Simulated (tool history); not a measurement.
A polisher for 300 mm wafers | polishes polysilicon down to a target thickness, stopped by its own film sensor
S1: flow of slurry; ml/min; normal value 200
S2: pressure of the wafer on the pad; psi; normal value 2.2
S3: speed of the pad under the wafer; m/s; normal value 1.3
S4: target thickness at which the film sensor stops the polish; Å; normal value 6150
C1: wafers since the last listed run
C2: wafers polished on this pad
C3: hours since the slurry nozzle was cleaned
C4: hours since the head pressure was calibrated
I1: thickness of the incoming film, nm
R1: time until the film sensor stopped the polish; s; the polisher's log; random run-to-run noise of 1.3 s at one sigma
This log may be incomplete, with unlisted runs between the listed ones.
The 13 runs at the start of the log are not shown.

run,hour,S1,S2,S3,S4,C1,C2,C3,C4,I1,R1
14,1058.2,200,2.2,0.94,6150,1027,2271,289,306.4,1185.2,81.8
15,1157.8,200,2.2,0.94,6150,1214,3486,388.6,406,1191.2,83.2
16,1216.3,200,2.2,0.94,6150,713,4199,447.1,464.5,1195.6,87.6
# hour 1276.9: slurry nozzle cleaned
# hour 1293.7: worn pad replaced by a new one
17,1310.5,200,2.2,1.72,7050,1088,205,33.6,558.7,1195.2,42
18,1389.3,200,1.5,1.58,6150,961,1166,112.4,637.5,1187.8,77.5
19,1441.3,200,2.2,1.46,6150,634,1800,164.4,689.5,1189.3,57.9
20,1517.2,200,2.2,1.64,7960,925,2726,240.3,765.4,1201.5,37
21,1574.2,155,2.2,1.3,6150,695,3421,297.3,822.4,1173.4,64.7
22,1620.4,200,2.2,1.3,6150,563,3985,343.5,868.6,1188.5,65.6
# hour 1698.6: slurry nozzle cleaned
23,1699.1,200,2.2,0.94,6150,947,4933,0.5,947.3,1186.1,83.5
# hour 1793: worn pad replaced by a new one
24,1798.8,200,2.2,1.3,6150,1167,70,100.2,1047,1193.7,64.4
# hour 1874.2: head pressure recalibrated
25,1897,200,2.2,1.3,4760,1173,1243,198.4,22.8,1208.9,81
26,1986.2,200,2.2,1.3,6150,1088,2331,287.6,112,1187.3,65.2
27,2024.2,200,1.5,1.3,5280,463,2795,325.6,150,1183.9,106.1
28,2114.1,200,3,1.3,6150,1096,3891,415.5,239.9,1192.1,48.5
29,2193.2,130,2.9,1.72,6150,964,4856,494.6,319,1195.9,41.5
# hour 2233.1: slurry nozzle cleaned
30,2264.4,200,2.2,1.3,7040,856,5713,31.3,390.2,1184.6,51.7
# hour 2313.4: worn pad replaced by a new one
31,2319.2,225,2.7,1.3,6150,619,70,86.1,445,1202.4,52.3
32,2391.5,200,2.2,1.64,6150,881,952,158.4,517.3,1171.3,50.5
33,2465,200,1.6,1.3,6150,896,1848,231.9,590.8,1184.4,88.4

4 ways to go on from here, each from the tool as it stands after run 33. What would each give?
A,2465.4,200,2.2,1.3,6150,4,1853,232.3,591.2,1185.1,?
B,2465.4,200,2.2,0.9,6150,4,1853,232.3,591.2,1185.1,?
C,2465.4,200,2.2,1.3,5270,4,1853,232.3,591.2,1185.1,?
D,2465.4,250,2.2,1.5,5060,4,1853,232.3,591.2,1185.1,?

run,R1
A,63.1
B,86.1
C,72.8
D,64.5
With no hidden state in the tool, these same runs would have given:
run,R1
A,63.1
B,86.1
C,72.8
D,64.5

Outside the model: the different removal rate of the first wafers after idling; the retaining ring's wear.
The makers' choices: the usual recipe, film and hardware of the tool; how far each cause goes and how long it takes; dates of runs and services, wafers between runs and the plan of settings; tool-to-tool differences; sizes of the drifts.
